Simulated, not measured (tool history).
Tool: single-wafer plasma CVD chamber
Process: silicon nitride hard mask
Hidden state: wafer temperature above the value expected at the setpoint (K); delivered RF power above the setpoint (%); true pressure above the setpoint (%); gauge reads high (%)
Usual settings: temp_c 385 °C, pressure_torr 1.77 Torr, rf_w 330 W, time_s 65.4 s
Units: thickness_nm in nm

run	hour	temp_c	pressure_torr	rf_w	time_s	wafers since the last listed run	hours since the last thermocouple change	hours since the last RF generator calibration	hours since the last manometer calibration	hours since the showerhead was replaced	hours since the gauge calibration	read-back reference wafer on the same gauge, thickness_nm	thickness_nm
1	0	385	1.59	330	65.4	0	1424.2	2153	1322.5	4792	131.3	79.548	77.113
2	14.7	385	1.59	330	65.4	345	1438.9	2167.7	1337.2	4806.7	146	79.579	77.574
3	23.1	385	1.77	330	65.4	197	1447.3	2176.1	1345.6	4815.1	154.4	79.575	81.51
4	35.7	385	1.87	330	65.4	296	1459.9	2188.7	1358.2	4827.7	167	79.537	83.267
5	47.5	385	1.87	330	65.4	277	1471.7	2200.5	1370	4839.5	178.8	79.589	83.766
6	64.3	385	1.87	330	65.4	395	1488.5	2217.3	1386.8	4856.3	195.6	79.442	84.166
7	81.9	385	1.77	330	65.4	413	1506.1	2234.9	1404.4	4873.9	213.2	79.578	81.737
8	97.1	385	1.77	330	68.9	357	1521.3	2250.1	1419.6	4889.1	228.4	79.584	86.124
9	113.8	385	1.77	375	65.4	392	1538	2266.8	1436.3	4905.8	245.1	79.584	90.089
10	123.8	385	1.77	375	65.4	235	1548	2276.8	1446.3	4915.8	255.1	79.605	89.759
# hour 141: thermocouple changed; heater temperature recalibrated
11	141.5	385	1.77	375	65.4	228	0.5	2294.5	1464	4933.5	272.8	79.579	90.035
12	145.1	385	1.77	330	65.4	84	4.1	2298.1	1467.6	4937.1	276.4	79.674	82.007
13	155.5	371	1.77	385	65.4	244	14.5	2308.5	1478	4947.5	286.8	79.621	92.2
14	173.3	385	1.59	330	65.4	418	32.3	2326.3	1495.8	4965.3	304.6	79.685	77.756
# hour 187.1: capacitance manometer re-zeroed and calibrated
15	188.9	381	1.77	330	65.4	178	47.9	2341.9	1.8	4980.9	320.2	79.607	81.602
16	204.1	385	1.77	360	65.4	357	63.1	2357.1	17	4996.1	335.4	79.546	87.289
17	210.7	385	1.77	330	65.4	155	69.7	2363.7	23.6	5002.7	342	79.624	81.594
18	243.5	385	1.77	330	69	771	102.5	2396.5	56.4	5035.5	374.8	79.469	85.895
# hour 244.3: gauge calibrated
# hour 263.2: RF generator calibrated
# hour 266.2: showerhead replaced
19	266.7	385	1.77	330	54.6	286	125.7	3.5	79.6	0.5	22.4	79.493	68.018
20	302.9	385	1.36	330	53.5	851	161.9	39.7	115.8	36.7	58.6	79.541	57.241
21	316.5	389	1.45	330	65.4	319	175.5	53.3	129.4	50.3	72.2	79.633	73.209
22	324.8	385	1.39	275	72.3	195	183.8	61.6	137.7	58.6	80.5	79.609	67.27
23	339.8	385	1.77	330	65.4	352	198.8	76.6	152.7	73.6	95.5	79.46	81.585
24	353.8	385	1.77	330	65.4	329	212.8	90.6	166.7	87.6	109.5	79.604	81.914
25	369.2	385	1.77	330	73.5	362	228.2	106	182.1	103	124.9	79.716	91.944

Forecast each of these 5 alternatives for the next run:
A	369.6	385	1.77	330	65.4	9	228.6	106.4	182.5	103.4	125.3	?	?
B	369.6	374	1.77	330	65.4	9	228.6	106.4	182.5	103.4	125.3	?	?
C	369.6	385	1.38	330	74.7	9	228.6	106.4	182.5	103.4	125.3	?	?
D	369.6	398	1.59	265	65.4	9	228.6	106.4	182.5	103.4	125.3	?	?
E	369.6	396	1.33	330	65.4	9	228.6	106.4	182.5	103.4	125.3	?	?

run	read-back reference wafer on the same gauge, thickness_nm	thickness_nm
A	79.549	81.369
B	79.549	81.726
C	79.549	80.616
D	79.549	63.63
E	79.549	68.407
Without the tool's hidden state the same runs would have given:
run	thickness_nm
A	81.369
B	81.726
C	80.616
D	63.63
E	68.407
